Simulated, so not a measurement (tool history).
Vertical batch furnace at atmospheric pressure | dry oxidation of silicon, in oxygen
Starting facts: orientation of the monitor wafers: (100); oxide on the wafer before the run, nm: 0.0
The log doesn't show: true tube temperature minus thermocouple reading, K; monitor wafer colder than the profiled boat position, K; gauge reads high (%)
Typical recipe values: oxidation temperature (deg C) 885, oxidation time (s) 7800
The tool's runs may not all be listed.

run   hour  oxidation temperature (deg C)  oxidation time (s)  wafers since the last listed run  hours since the last temperature calibration  hours since the boat lift was adjusted  hours since the gauge calibration  read-back reference wafer on the same gauge, thickness  oxide thickness on the monitor wafer (nm)
  1    0.0                            868                7800                                 0                                        3391.7                                  4655.3                              104.8                                                   26.69                                      22.35
  2   15.2                            885                7800                               175                                        3406.9                                  4670.5                              120.0                                                   26.74                                      26.71
  3   31.0                            867                5520                               181                                        3422.7                                  4686.3                              135.8                                                   26.71                                      17.65
  4   44.4                            885                7800                               154                                        3436.1                                  4699.7                              149.2                                                   26.69                                      26.89
  5   56.4                            901               10170                               138                                        3448.1                                  4711.7                              161.2                                                   26.70                                      38.15
  6   74.5                            885                7800                               208                                        3466.2                                  4729.8                              179.3                                                   26.70                                      26.92
  7   98.0                            885                7800                               270                                        3489.7                                  4753.3                              202.8                                                   26.70                                      26.84
     115.9  -- gauge calibrated
  8  126.5                            885                7800                               328                                        3518.2                                  4781.8                               10.6                                                   26.69                                      26.83
     156.6  -- boat lift adjusted
  9  157.1                            885                7800                                76                                        3548.8                                     0.5                               41.2                                                   26.72                                      26.93
 10  168.2                            885                7800                               127                                        3559.9                                    11.6                               52.3                                                   26.70                                      26.94
 11  181.8                            885                7800                               156                                        3573.5                                    25.2                               65.9                                                   26.72                                      26.83
 12  204.2                            908                4650                               258                                        3595.9                                    47.6                               88.3                                                   26.70                                      24.20
 13  216.6                            885                7800                               142                                        3608.3                                    60.0                              100.7                                                   26.71                                      27.06
 14  232.1                            885                3960                               178                                        3623.8                                    75.5                              116.2                                                   26.67                                      17.25
     270.1  -- thermocouples replaced and temperature profile calibrated
 15  270.6                            904                4620                               167                                           0.5                                   114.0                              154.7                                                   26.71                                      23.14
 16  277.4                            901                6030                                78                                           7.3                                   120.8                              161.5                                                   26.72                                      26.76
 17  292.5                            875                7800                               173                                          22.4                                   135.9                              176.6                                                   26.66                                      24.17
 18  313.4                            885                7800                               240                                          43.3                                   156.8                              197.5                                                   26.69                                      26.95
 19  332.3                            885                7800                               217                                          62.2                                   175.7                              216.4                                                   26.72                                      26.94
 20  351.2                            877                7800                               217                                          81.1                                   194.6                              235.3                                                   26.68                                      24.57

Consider 5 possible next runs. They are alternatives, not a sequence: every one starts from the tool as it was left by run 20. What does each give?
  A  358.1                            885                7800                                79                                          88.0                                   201.5                              242.2                                                       ?                                          ?
  B  358.1                            885               10590                                79                                          88.0                                   201.5                              242.2                                                       ?                                          ?
  C  358.1                            901                7800                                79                                          88.0                                   201.5                              242.2                                                       ?                                          ?
  D  358.1                            865                6570                                79                                          88.0                                   201.5                              242.2                                                       ?                                          ?
  E  358.1                            904                4080                                79                                          88.0                                   201.5                              242.2                                                       ?                                          ?

run  read-back reference wafer on the same gauge, thickness  oxide thickness on the monitor wafer (nm)
  A                                                   26.69                                      26.92
  B                                                   26.69                                      33.05
  C                                                   26.69                                      31.84
  D                                                   26.69                                      19.42
  E                                                   26.69                                      21.35
Stripped of hidden state, with their random variation kept, the same runs would have yielded:
run  oxide thickness on the monitor wafer (nm)
  A                                      26.92
  B                                      33.05
  C                                      31.84
  D                                      19.42
  E                                      21.35
